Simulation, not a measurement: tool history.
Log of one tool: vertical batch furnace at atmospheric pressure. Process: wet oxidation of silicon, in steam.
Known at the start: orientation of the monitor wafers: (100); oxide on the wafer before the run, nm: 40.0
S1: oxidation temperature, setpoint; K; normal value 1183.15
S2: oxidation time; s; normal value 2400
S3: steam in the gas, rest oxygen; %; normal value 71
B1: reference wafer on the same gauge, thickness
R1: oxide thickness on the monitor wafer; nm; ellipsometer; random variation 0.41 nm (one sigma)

Run 1, hour 0: usual settings but S2 2880 s; B1 128.09. Result: R1 143.4 nm.
Run 2, hour 20.7: usual settings but S2 2880 s; B1 127.9. Result: R1 143.37 nm.
Run 3, hour 44.4: usual settings but S2 2880 s; B1 128.02. Result: R1 143.27 nm.
Run 4, hour 71.8: usual settings but S1 1169.15 K; B1 128.07. Result: R1 111.21 nm.
Run 5, hour 149.7: usual settings but S1 1169.15 K; B1 127.99. Result: R1 110.71 nm.
Run 6, hour 164.8: usual settings but S1 1169.15 K; B1 127.91. Result: R1 111.44 nm.
Run 7, hour 196: usual settings; B1 127.93. Result: R1 127.42 nm.
Run 8, hour 215.1: usual settings; B1 127.94. Result: R1 126.82 nm.
Run 9, hour 230.6: usual settings; B1 127.84. Result: R1 126.25 nm.
Run 10, hour 257.6: usual settings; B1 127.97. Result: R1 127.38 nm.
At hour 306: thermocouples replaced and temperature profile calibrated.
Run 11, hour 306.5: usual settings; B1 127.93. Result: R1 127.61 nm.
Run 12, hour 311.3: usual settings; B1 127.99. Result: R1 127.14 nm.
At hour 336.7: steam generator serviced.
Run 13, hour 337.2: usual settings; B1 127.99. Result: R1 126.73 nm.
Run 14, hour 352.9: usual settings but S1 1165.15 K, S2 1890 s, S3 62 %; B1 127.96. Result: R1 87.16 nm.
Run 15, hour 378.6: usual settings but S2 3390 s; B1 127.97. Result: R1 159.92 nm.
Run 16, hour 392.4: usual settings but S2 3570 s; B1 128.09. Result: R1 166.24 nm.
Run 17, hour 409.2: usual settings; B1 128.08. Result: R1 127.13 nm.
At hour 411.4: gauge calibrated.
Run 18, hour 440.6: usual settings but S1 1176.15 K, S3 68 %; B1 127.89. Result: R1 115.53 nm.
Run 19, hour 461.8: usual settings; B1 127.92. Result: R1 126.94 nm.
Run 20, hour 496: usual settings but S1 1161.15 K, S2 1380 s, S3 65 %; B1 128.06. Result: R1 73.74 nm.
Run 21, hour 514.1: usual settings but S1 1194.15 K, S2 1380 s, S3 66 %; B1 127.99. Result: R1 95.32 nm.
Run 22, hour 541.4: usual settings; B1 127.9. Result: R1 126.81 nm.
Run 23, hour 567.2: usual settings but S1 1195.15 K, S3 67 %; B1 128.02. Result: R1 135.61 nm.
Run 24, hour 585.9: usual settings; B1 128.02. Result: R1 127.35 nm.
Run 25, hour 604.5: usual settings but S1 1192.15 K, S2 3510 s, S3 77 %; B1 128.01. Result: R1 187.49 nm.
Run 26, hour 628.4: usual settings but S1 1196.15 K, S2 3390 s, S3 75 %; B1 128. Result: R1 187.23 nm.

4 options for the next run, each taken on its own from the tool as it stands now. Forecast them:
Run A, hour 633.3: usual settings but S3 74 %; B1 ?. Result: R1 ?.
Run B, hour 633.3: usual settings but S1 1171.15 K, S2 2820 s, S3 76 %; B1 ?. Result: R1 ?.
Run C, hour 633.3: usual settings but S1 1194.15 K, S2 1890 s, S3 82 %; B1 ?. Result: R1 ?.
Run D, hour 633.3: usual settings but S2 1740 s; B1 ?. Result: R1 ?.

run      B1      R1
  A  127.92  130.23
  B  127.92  130.75
  C  127.92  131.35
  D  127.92   104.2
The same runs, with their run-to-run variation unchanged, on a tool lacking any hidden condition would have given:
run      R1
  A  130.23
  B  130.75
  C  131.35
  D   104.2
